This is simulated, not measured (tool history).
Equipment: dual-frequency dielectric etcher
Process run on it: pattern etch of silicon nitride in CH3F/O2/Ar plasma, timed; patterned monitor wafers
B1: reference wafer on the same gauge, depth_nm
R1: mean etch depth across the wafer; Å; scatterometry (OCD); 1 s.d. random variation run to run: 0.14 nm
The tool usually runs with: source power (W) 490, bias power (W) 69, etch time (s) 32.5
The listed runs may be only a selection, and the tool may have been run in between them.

{"run": 1, "day": 0.0, "source power (W)": 560, "bias power (W)": 65, "etch time (s)": 32.5, "B1": 23.69, "R1": 225.8}
{"run": 2, "day": 0.362, "source power (W)": 560, "bias power (W)": 65, "etch time (s)": 32.5, "B1": 23.7, "R1": 223.9}
{"run": 3, "day": 0.671, "source power (W)": 490, "bias power (W)": 78, "etch time (s)": 38.5, "B1": 23.72, "R1": 261.4}
{"run": 4, "day": 1.083, "source power (W)": 490, "bias power (W)": 78, "etch time (s)": 38.5, "B1": 23.68, "R1": 262.6}
{"run": 5, "day": 1.792, "source power (W)": 490, "bias power (W)": 57, "etch time (s)": 32.5, "B1": 23.67, "R1": 210.1}
{"run": 6, "day": 2.529, "source power (W)": 490, "bias power (W)": 57, "etch time (s)": 32.5, "B1": 23.67, "R1": 207.5}
{"run": 7, "day": 2.846, "source power (W)": 490, "bias power (W)": 57, "etch time (s)": 32.5, "B1": 23.71, "R1": 211.7}
{"run": 8, "day": 3.267, "source power (W)": 490, "bias power (W)": 69, "etch time (s)": 32.5, "B1": 23.68, "R1": 219.1}
{"run": 9, "day": 3.692, "source power (W)": 420, "bias power (W)": 64, "etch time (s)": 35.5, "B1": 23.71, "R1": 222.4}
{"run": 10, "day": 4.212, "source power (W)": 490, "bias power (W)": 69, "etch time (s)": 27.0, "B1": 23.69, "R1": 182.8}
{"day": 5.112, "done": "source power generator calibrated"}
{"day": 5.242, "done": "upper electrode replaced"}
{"run": 11, "day": 5.262, "source power (W)": 390, "bias power (W)": 69, "etch time (s)": 32.5, "B1": 23.66, "R1": 202.6}
{"run": 12, "day": 5.279, "source power (W)": 490, "bias power (W)": 69, "etch time (s)": 32.5, "B1": 23.67, "R1": 219.5}
{"run": 13, "day": 5.388, "source power (W)": 490, "bias power (W)": 69, "etch time (s)": 32.5, "B1": 23.68, "R1": 219.3}
{"run": 14, "day": 5.9, "source power (W)": 490, "bias power (W)": 83, "etch time (s)": 42.5, "B1": 23.71, "R1": 299.9}
{"run": 15, "day": 6.217, "source power (W)": 540, "bias power (W)": 86, "etch time (s)": 40.5, "B1": 23.69, "R1": 297.9}
{"run": 16, "day": 6.55, "source power (W)": 490, "bias power (W)": 69, "etch time (s)": 32.5, "B1": 23.68, "R1": 219.2}
{"run": 17, "day": 6.867, "source power (W)": 490, "bias power (W)": 69, "etch time (s)": 32.5, "B1": 23.72, "R1": 220.5}
{"run": 18, "day": 7.117, "source power (W)": 450, "bias power (W)": 83, "etch time (s)": 32.5, "B1": 23.7, "R1": 221.6}
{"day": 7.138, "done": "gauge calibrated"}
{"day": 7.483, "done": "bias power generator calibrated"}
{"run": 19, "day": 7.538, "source power (W)": 490, "bias power (W)": 69, "etch time (s)": 35.5, "B1": 23.69, "R1": 241.4}
{"run": 20, "day": 8.042, "source power (W)": 580, "bias power (W)": 69, "etch time (s)": 29.5, "B1": 23.71, "R1": 213.5}
{"run": 21, "day": 8.317, "source power (W)": 580, "bias power (W)": 69, "etch time (s)": 29.5, "B1": 23.67, "R1": 212.9}
{"run": 22, "day": 8.675, "source power (W)": 490, "bias power (W)": 69, "etch time (s)": 27.0, "B1": 23.72, "R1": 184.4}
{"run": 23, "day": 9.188, "source power (W)": 490, "bias power (W)": 55, "etch time (s)": 32.5, "B1": 23.7, "R1": 209.1}
{"run": 24, "day": 9.667, "source power (W)": 610, "bias power (W)": 69, "etch time (s)": 32.5, "B1": 23.7, "R1": 239.9}
{"run": 25, "day": 10.379, "source power (W)": 490, "bias power (W)": 83, "etch time (s)": 27.5, "B1": 23.7, "R1": 196.4}
{"run": 26, "day": 10.721, "source power (W)": 490, "bias power (W)": 58, "etch time (s)": 28.5, "B1": 23.72, "R1": 188.6}
{"run": 27, "day": 11.017, "source power (W)": 530, "bias power (W)": 63, "etch time (s)": 28.0, "B1": 23.69, "R1": 192.2}
{"run": 28, "day": 11.308, "source power (W)": 490, "bias power (W)": 69, "etch time (s)": 32.5, "B1": 23.7, "R1": 223.9}
{"run": 29, "day": 11.85, "source power (W)": 490, "bias power (W)": 69, "etch time (s)": 32.5, "B1": 23.7, "R1": 222.0}

Alternative continuations, all from the tool just after run 29; predict every row:
{"run": "A", "day": 11.867, "source power (W)": 490, "bias power (W)": 69, "etch time (s)": 32.5, "B1": "?", "R1": "?"}
{"run": "B", "day": 11.867, "source power (W)": 580, "bias power (W)": 58, "etch time (s)": 23.0, "B1": "?", "R1": "?"}
{"run": "C", "day": 11.867, "source power (W)": 410, "bias power (W)": 76, "etch time (s)": 38.0, "B1": "?", "R1": "?"}
{"run": "D", "day": 11.867, "source power (W)": 560, "bias power (W)": 69, "etch time (s)": 35.5, "B1": "?", "R1": "?"}
{"run": "E", "day": 11.867, "source power (W)": 380, "bias power (W)": 60, "etch time (s)": 25.5, "B1": "?", "R1": "?"}

run=A B1=23.70 R1=223.6
run=B B1=23.70 R1=162.4
run=C B1=23.70 R1=250.8
run=D B1=23.70 R1=256.3
run=E B1=23.70 R1=155.8
The same runs, with their run-to-run variation unchanged, on a tool lacking any hidden condition would have given:
run=A R1=220.6
run=B R1=160.2
run=C R1=247.4
run=D R1=252.8
run=E R1=153.7
